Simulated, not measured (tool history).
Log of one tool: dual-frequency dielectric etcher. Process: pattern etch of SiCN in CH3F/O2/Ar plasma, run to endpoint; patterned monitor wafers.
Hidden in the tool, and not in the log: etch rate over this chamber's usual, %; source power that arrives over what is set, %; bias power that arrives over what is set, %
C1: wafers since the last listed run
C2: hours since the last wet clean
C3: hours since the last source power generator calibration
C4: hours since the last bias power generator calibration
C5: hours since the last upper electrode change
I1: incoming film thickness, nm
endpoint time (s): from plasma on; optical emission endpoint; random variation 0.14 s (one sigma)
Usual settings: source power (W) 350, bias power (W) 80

run 1 hour=0 | source_power_(W)=350 bias_power_(W)=80 | C1=0 C2=11.8 C3=3425.3 C4=3021.9 C5=2262.9 | I1=11.86 | endpoint_time_(s)=33.4
run 2 hour=38.8 | source_power_(W)=350 bias_power_(W)=80 | C1=804 C2=50.6 C3=3464.1 C4=3060.7 C5=2301.7 | I1=11.58 | endpoint_time_(s)=32.5
run 3 hour=98.3 | source_power_(W)=350 bias_power_(W)=80 | C1=1234 C2=110.1 C3=3523.6 C4=3120.2 C5=2361.2 | I1=11.7 | endpoint_time_(s)=33
run 4 hour=143.2 | source_power_(W)=350 bias_power_(W)=80 | C1=931 C2=155 C3=3568.5 C4=3165.1 C5=2406.1 | I1=11.76 | endpoint_time_(s)=33.2
run 5 hour=197.4 | source_power_(W)=350 bias_power_(W)=80 | C1=1124 C2=209.2 C3=3622.7 C4=3219.3 C5=2460.3 | I1=11.68 | endpoint_time_(s)=32.7
run 6 hour=226.6 | source_power_(W)=350 bias_power_(W)=80 | C1=605 C2=238.4 C3=3651.9 C4=3248.5 C5=2489.5 | I1=11.71 | endpoint_time_(s)=33.1
run 7 hour=254.6 | source_power_(W)=350 bias_power_(W)=80 | C1=580 C2=266.4 C3=3679.9 C4=3276.5 C5=2517.5 | I1=11.69 | endpoint_time_(s)=33
run 8 hour=358.3 | source_power_(W)=350 bias_power_(W)=80 | C1=2150 C2=370.1 C3=3783.6 C4=3380.2 C5=2621.2 | I1=11.73 | endpoint_time_(s)=33
run 9 hour=487 | source_power_(W)=350 bias_power_(W)=80 | C1=2669 C2=498.8 C3=3912.3 C4=3508.9 C5=2749.9 | I1=11.63 | endpoint_time_(s)=32.6
run 10 hour=528.5 | source_power_(W)=350 bias_power_(W)=80 | C1=860 C2=540.3 C3=3953.8 C4=3550.4 C5=2791.4 | I1=11.72 | endpoint_time_(s)=33
run 11 hour=554.1 | source_power_(W)=380 bias_power_(W)=80 | C1=530 C2=565.9 C3=3979.4 C4=3576 C5=2817 | I1=11.74 | endpoint_time_(s)=32.1
-- hour=582.8 wet clean of the chamber
run 12 hour=622.5 | source_power_(W)=380 bias_power_(W)=80 | C1=920 C2=39.7 C3=4047.8 C4=3644.4 C5=2885.4 | I1=11.63 | endpoint_time_(s)=32
run 13 hour=683.9 | source_power_(W)=380 bias_power_(W)=80 | C1=1273 C2=101.1 C3=4109.2 C4=3705.8 C5=2946.8 | I1=11.74 | endpoint_time_(s)=32.3
run 14 hour=737.4 | source_power_(W)=350 bias_power_(W)=80 | C1=1109 C2=154.6 C3=4162.7 C4=3759.3 C5=3000.3 | I1=11.7 | endpoint_time_(s)=33
run 15 hour=784.4 | source_power_(W)=350 bias_power_(W)=80 | C1=974 C2=201.6 C3=4209.7 C4=3806.3 C5=3047.3 | I1=11.65 | endpoint_time_(s)=32.9
-- hour=858.4 upper electrode replaced
run 16 hour=858.9 | source_power_(W)=350 bias_power_(W)=80 | C1=1047 C2=276.1 C3=4284.2 C4=3880.8 C5=0.5 | I1=11.7 | endpoint_time_(s)=33.1
run 17 hour=883.8 | source_power_(W)=290 bias_power_(W)=93 | C1=516 C2=301 C3=4309.1 C4=3905.7 C5=25.4 | I1=11.62 | endpoint_time_(s)=31.8
-- hour=904.2 source power generator calibrated
run 18 hour=920.4 | source_power_(W)=430 bias_power_(W)=100 | C1=676 C2=337.6 C3=16.2 C4=3942.3 C5=62 | I1=11.8 | endpoint_time_(s)=28
-- hour=958 bias power generator calibrated
run 19 hour=974.2 | source_power_(W)=390 bias_power_(W)=98 | C1=1032 C2=391.4 C3=70 C4=16.2 C5=115.8 | I1=11.74 | endpoint_time_(s)=28.9
run 20 hour=1035.8 | source_power_(W)=350 bias_power_(W)=67 | C1=1277 C2=453 C3=131.6 C4=77.8 C5=177.4 | I1=11.84 | endpoint_time_(s)=36.7
-- hour=1077.9 wet clean of the chamber
run 21 hour=1107.1 | source_power_(W)=380 bias_power_(W)=64 | C1=980 C2=29.2 C3=202.9 C4=149.1 C5=248.7 | I1=11.72 | endpoint_time_(s)=36.6
run 22 hour=1141.2 | source_power_(W)=290 bias_power_(W)=86 | C1=707 C2=63.3 C3=237 C4=183.2 C5=282.8 | I1=11.64 | endpoint_time_(s)=33.2
run 23 hour=1172 | source_power_(W)=350 bias_power_(W)=80 | C1=638 C2=94.1 C3=267.8 C4=214 C5=313.6 | I1=11.65 | endpoint_time_(s)=33
run 24 hour=1219.3 | source_power_(W)=350 bias_power_(W)=80 | C1=980 C2=141.4 C3=315.1 C4=261.3 C5=360.9 | I1=11.62 | endpoint_time_(s)=32.8
run 25 hour=1257.9 | source_power_(W)=300 bias_power_(W)=80 | C1=800 C2=180 C3=353.7 C4=299.9 C5=399.5 | I1=11.8 | endpoint_time_(s)=34.7
run 26 hour=1294.1 | source_power_(W)=390 bias_power_(W)=88 | C1=750 C2=216.2 C3=389.9 C4=336.1 C5=435.7 | I1=11.73 | endpoint_time_(s)=30.5
run 27 hour=1334.5 | source_power_(W)=350 bias_power_(W)=80 | C1=837 C2=256.6 C3=430.3 C4=376.5 C5=476.1 | I1=11.57 | endpoint_time_(s)=32.4
run 28 hour=1373.2 | source_power_(W)=350 bias_power_(W)=80 | C1=802 C2=295.3 C3=469 C4=415.2 C5=514.8 | I1=11.63 | endpoint_time_(s)=32.7
run 29 hour=1407.9 | source_power_(W)=430 bias_power_(W)=68 | C1=719 C2=330 C3=503.7 C4=449.9 C5=549.5 | I1=11.7 | endpoint_time_(s)=34
run 30 hour=1465.5 | source_power_(W)=350 bias_power_(W)=80 | C1=1194 C2=387.6 C3=561.3 C4=507.5 C5=607.1 | I1=11.56 | endpoint_time_(s)=32.3
run 31 hour=1524.5 | source_power_(W)=260 bias_power_(W)=80 | C1=1223 C2=446.6 C3=620.3 C4=566.5 C5=666.1 | I1=11.57 | endpoint_time_(s)=35.3
run 32 hour=1580.1 | source_power_(W)=300 bias_power_(W)=60 | C1=1153 C2=502.2 C3=675.9 C4=622.1 C5=721.7 | I1=11.67 | endpoint_time_(s)=40.3
run 33 hour=1650.7 | source_power_(W)=420 bias_power_(W)=70 | C1=1464 C2=572.8 C3=746.5 C4=692.7 C5=792.3 | I1=11.67 | endpoint_time_(s)=33.5
run 34 hour=1702 | source_power_(W)=320 bias_power_(W)=80 | C1=1063 C2=624.1 C3=797.8 C4=744 C5=843.6 | I1=11.7 | endpoint_time_(s)=33.8
-- hour=1730.6 wet clean of the chamber
run 35 hour=1764.2 | source_power_(W)=350 bias_power_(W)=80 | C1=792 C2=33.6 C3=860 C4=806.2 C5=905.8 | I1=11.8 | endpoint_time_(s)=33.4
run 36 hour=1809 | source_power_(W)=390 bias_power_(W)=80 | C1=929 C2=78.4 C3=904.8 C4=851 C5=950.6 | I1=11.68 | endpoint_time_(s)=32

What the log doesn't show, run by run:
etch rate over this chamber's usual, %: 0 in every run
source power that arrives over what is set, %: 0 in every run
bias power that arrives over what is set, %: 0 in every run
